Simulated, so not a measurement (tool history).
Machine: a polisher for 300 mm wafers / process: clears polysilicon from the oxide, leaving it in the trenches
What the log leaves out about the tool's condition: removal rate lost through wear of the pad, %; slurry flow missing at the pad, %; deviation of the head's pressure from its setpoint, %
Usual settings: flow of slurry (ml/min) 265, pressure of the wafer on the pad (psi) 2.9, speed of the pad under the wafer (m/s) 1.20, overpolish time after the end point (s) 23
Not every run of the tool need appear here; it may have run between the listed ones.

| run | hour | flow of slurry (ml/min) | pressure of the wafer on the pad (psi) | speed of the pad under the wafer (m/s) | overpolish time after the end point (s) | wafers since the last listed run | wafers polished on this pad | hours since the slurry nozzle was cleaned | hours since the head pressure was calibrated | incoming thickness of the incoming film, nm | time until the end point was called (s) |
|---|---|---|---|---|---|---|---|---|---|---|---|
| 1 | 0.0 | 310 | 2.9 | 1.20 | 23 | 0 | 490 | 789.8 | 1324.9 | 495.3 | 27.1 |
| 2 | 15.3 | 310 | 2.9 | 1.20 | 23 | 228 | 718 | 805.1 | 1340.2 | 499.9 | 28.7 |
| 3 | 27.1 | 310 | 2.9 | 1.20 | 23 | 175 | 894 | 816.9 | 1352.0 | 502.9 | 27.7 |
| 4 | 36.5 | 265 | 2.9 | 0.92 | 23 | 140 | 1034 | 826.3 | 1361.4 | 497.3 | 36.8 |
|  | 52.4 | worn pad replaced by a new one |
| 5 | 52.9 | 225 | 3.6 | 1.20 | 23 | 184 | 6 | 842.7 | 1377.8 | 501.5 | 21.4 |
| 6 | 62.0 | 225 | 3.6 | 1.20 | 23 | 135 | 142 | 851.8 | 1386.9 | 507.1 | 21.9 |
| 7 | 69.4 | 240 | 2.9 | 1.20 | 33 | 110 | 252 | 859.2 | 1394.3 | 504.2 | 28.3 |
| 8 | 96.9 | 240 | 2.9 | 1.20 | 33 | 410 | 662 | 886.7 | 1421.8 | 491.7 | 28.3 |
| 9 | 113.8 | 265 | 2.9 | 1.02 | 23 | 252 | 914 | 903.6 | 1438.7 | 495.1 | 34.4 |
|  | 119.3 | worn pad replaced by a new one |
|  | 124.3 | head pressure recalibrated |
| 10 | 129.2 | 265 | 2.9 | 1.20 | 23 | 140 | 117 | 919.0 | 4.9 | 493.1 | 26.5 |
| 11 | 135.7 | 265 | 2.9 | 1.34 | 36 | 96 | 214 | 925.5 | 11.4 | 502.7 | 24.6 |
|  | 146.3 | slurry nozzle cleaned |
| 12 | 152.6 | 265 | 3.9 | 1.20 | 18 | 237 | 451 | 6.3 | 28.3 | 494.4 | 20.4 |
| 13 | 164.3 | 330 | 2.1 | 0.80 | 27 | 174 | 625 | 18.0 | 40.0 | 490.7 | 56.0 |

What will run 14 give?
| 14 | 172.1 | 265 | 2.9 | 1.20 | 23 | 116 | 741 | 25.8 | 47.8 | 498.8 | ? |

time until the end point was called (s): 28.8
Had the tool carried no hidden state, the very same run would have given time until the end point was called (s) 26.1.
